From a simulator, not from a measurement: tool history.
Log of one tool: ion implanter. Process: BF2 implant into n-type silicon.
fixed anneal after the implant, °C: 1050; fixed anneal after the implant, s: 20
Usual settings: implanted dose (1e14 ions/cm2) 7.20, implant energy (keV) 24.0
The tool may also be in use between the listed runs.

run,hour,implanted dose (1e14 ions/cm2),implant energy (keV),wafers since the last listed run,hours since the last dose calibration,hours since the extraction supply was calibrated,hours since the gauge calibration,"read-back reference wafer on the same gauge, sheet resistance",sheet resistance of the implanted and annealed layer (ohm/square)
1,0.0,7.20,30.5,0,175.4,2514.9,85.7,181.00,175.59
2,34.7,7.20,30.5,462,210.1,2549.6,120.4,181.05,175.74
3,103.6,7.20,24.0,918,279.0,2618.5,189.3,181.01,181.50
4,130.5,7.20,26.0,358,305.9,2645.4,216.2,181.01,179.61
5,162.8,7.20,26.0,430,338.2,2677.7,248.5,181.04,179.82
6,211.0,7.20,26.0,642,386.4,2725.9,296.7,181.03,180.56
7,264.9,7.20,19.0,718,440.3,2779.8,350.6,180.98,188.33
8,322.6,7.20,24.0,769,498.0,2837.5,408.3,181.07,182.18
9,371.9,7.20,19.5,657,547.3,2886.8,457.6,180.95,188.01
10,409.9,8.53,30.0,506,585.3,2924.8,495.6,181.04,155.08
# hour 456.7: extraction supply calibrated
11,458.7,8.32,27.0,543,634.1,2.0,544.4,181.02,160.65
12,488.9,5.52,18.0,402,664.3,32.2,574.6,181.01,234.50
# hour 501.0: Faraday cup replaced and dose calibrated
# hour 528.1: gauge calibrated
13,584.8,7.96,21.5,1171,83.8,128.1,56.7,180.98,170.22
14,613.0,9.10,18.0,375,112.0,156.3,84.9,180.96,161.85
15,637.6,7.20,24.0,327,136.6,180.9,109.5,181.01,180.69
16,703.7,7.20,24.0,881,202.7,247.0,175.6,181.00,180.75
17,753.9,5.72,27.5,669,252.9,297.2,225.8,181.01,216.38

4 ways to go on from here, each from the tool as it stands after run 17. What would each give?
A,754.3,7.20,20.0,5,253.3,297.6,226.2,?,?
B,754.3,7.81,30.0,5,253.3,297.6,226.2,?,?
C,754.3,8.36,24.0,5,253.3,297.6,226.2,?,?
D,754.3,6.45,24.0,5,253.3,297.6,226.2,?,?

run,"read-back reference wafer on the same gauge, sheet resistance",sheet resistance of the implanted and annealed layer (ohm/square)
A,180.97,186.66
B,180.97,165.06
C,180.97,162.16
D,180.97,198.54
Without the tool's hidden state the same runs would have given:
run,sheet resistance of the implanted and annealed layer (ohm/square)
A,185.79
B,164.21
C,161.41
D,197.53
